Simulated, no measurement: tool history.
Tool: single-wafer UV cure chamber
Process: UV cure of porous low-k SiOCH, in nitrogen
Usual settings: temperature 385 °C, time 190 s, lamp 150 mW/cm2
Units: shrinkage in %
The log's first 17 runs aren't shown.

At hour 987.5: quartz window cleaned.
Run 18, hour 1010.6: usual settings but time 240 s. Result: shrinkage 16.182 %.
Run 19, hour 1060.5: usual settings but time 240 s. Result: shrinkage 15.328 %.
Run 20, hour 1087.0: usual settings but time 240 s. Result: shrinkage 15.866 %.
Run 21, hour 1127.8: usual settings. Result: shrinkage 14.416 %.
Run 22, hour 1169.3: usual settings. Result: shrinkage 14.231 %.
Run 23, hour 1226.6: usual settings. Result: shrinkage 14.004 %.
At hour 1235.9: UV bulbs replaced.
Run 24, hour 1289.6: usual settings. Result: shrinkage 15.549 %.
Run 25, hour 1333.3: usual settings but temperature 403 °C, time 265 s, lamp 119 mW/cm2. Result: shrinkage 16.254 %.
Run 26, hour 1377.9: usual settings but temperature 393 °C, time 295 s, lamp 169 mW/cm2. Result: shrinkage 18.969 %.
Run 27, hour 1407.5: usual settings. Result: shrinkage 14.989 %.
At hour 1440.9: quartz window cleaned.
Run 28, hour 1465.1: usual settings but time 130 s, lamp 133 mW/cm2. Result: shrinkage 13.329 %.
Run 29, hour 1518.0: usual settings but time 90 s. Result: shrinkage 12.114 %.
Run 30, hour 1578.3: usual settings but lamp 120 mW/cm2. Result: shrinkage 14.282 %.
Run 31, hour 1613.1: usual settings. Result: shrinkage 15.837 %.
Run 32, hour 1769.2: usual settings but temperature 395 °C, time 275 s. Result: shrinkage 17.835 %.
Run 33, hour 1829.6: usual settings. Result: shrinkage 14.782 %.
Run 34, hour 1863.6: usual settings but temperature 392 °C. Result: shrinkage 14.941 %.
Run 35, hour 1914.7: usual settings but temperature 372 °C, lamp 182 mW/cm2. Result: shrinkage 15.842 %.
Run 36, hour 1946.7: usual settings. Result: shrinkage 14.364 %.
Run 37, hour 1984.0: usual settings. Result: shrinkage 14.065 %.

Run 38 comes next. What will it give?
At hour 2028.1: quartz window cleaned.
Run 38, hour 2052.4: usual settings but temperature 368 °C, lamp 124 mW/cm2. Result: shrinkage ?.

Run 38 gave shrinkage 13.903 %.
Without the tool's hidden state the same run would have given shrinkage 14.586 %.
